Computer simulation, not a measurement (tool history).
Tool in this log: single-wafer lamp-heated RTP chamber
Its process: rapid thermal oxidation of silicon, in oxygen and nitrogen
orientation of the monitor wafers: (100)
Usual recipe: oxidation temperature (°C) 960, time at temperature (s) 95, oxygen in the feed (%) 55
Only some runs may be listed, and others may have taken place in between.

| run | hour | oxidation temperature (°C) | time at temperature (s) | oxygen in the feed (%) | read-back reference wafer on the same gauge, thickness | oxide thickness on the monitor wafer (nm) |
|---|---|---|---|---|---|---|
| 1 | 0.0 | 960 | 74 | 55 | 3.950 | 4.376 |
| 2 | 8.4 | 960 | 74 | 55 | 3.953 | 4.378 |
| 3 | 50.1 | 960 | 95 | 55 | 3.949 | 4.850 |
|  | 58.3 | gauge calibrated |
| 4 | 59.2 | 960 | 95 | 40 | 3.953 | 4.405 |
| 5 | 67.6 | 960 | 95 | 40 | 3.947 | 4.401 |
| 6 | 81.9 | 960 | 95 | 40 | 3.948 | 4.404 |
| 7 | 95.7 | 949 | 95 | 55 | 3.950 | 4.513 |
| 8 | 103.9 | 960 | 95 | 55 | 3.950 | 4.863 |
| 9 | 114.8 | 960 | 95 | 36 | 3.950 | 4.257 |
|  | 131.5 | oxygen flow controller replaced |
| 10 | 132.0 | 989 | 95 | 55 | 3.948 | 6.022 |
|  | 143.1 | pyrometer window cleaned and pyrometer calibrated |
| 11 | 144.2 | 933 | 95 | 55 | 3.951 | 3.805 |
| 12 | 152.3 | 960 | 95 | 55 | 3.948 | 4.568 |
| 13 | 169.0 | 960 | 95 | 55 | 3.949 | 4.557 |
| 14 | 184.2 | 934 | 68 | 55 | 3.948 | 3.399 |

Selected run-to-run steps in oxide thickness on the monitor wafer (nm), each split into two signed amounts: the part the tool would show with no hidden state at all (from settings, incoming material and random variation), and the remainder, which goes to the hidden state together with any gauge scatter not common to the measured and the hidden-state-free results:
Hidden conditions of the tool in this case: true wafer temperature minus pyrometer reading, K; deviation of the oxygen flow from its setpoint, %; gauge reads high (%).
Run 10 -> 11: oxidation temperature (°C) 989 -> 933, pyrometer window cleaned and pyrometer calibrated. oxide thickness on the monitor wafer (nm) -2.217: hidden state -0.445, all else -1.772.

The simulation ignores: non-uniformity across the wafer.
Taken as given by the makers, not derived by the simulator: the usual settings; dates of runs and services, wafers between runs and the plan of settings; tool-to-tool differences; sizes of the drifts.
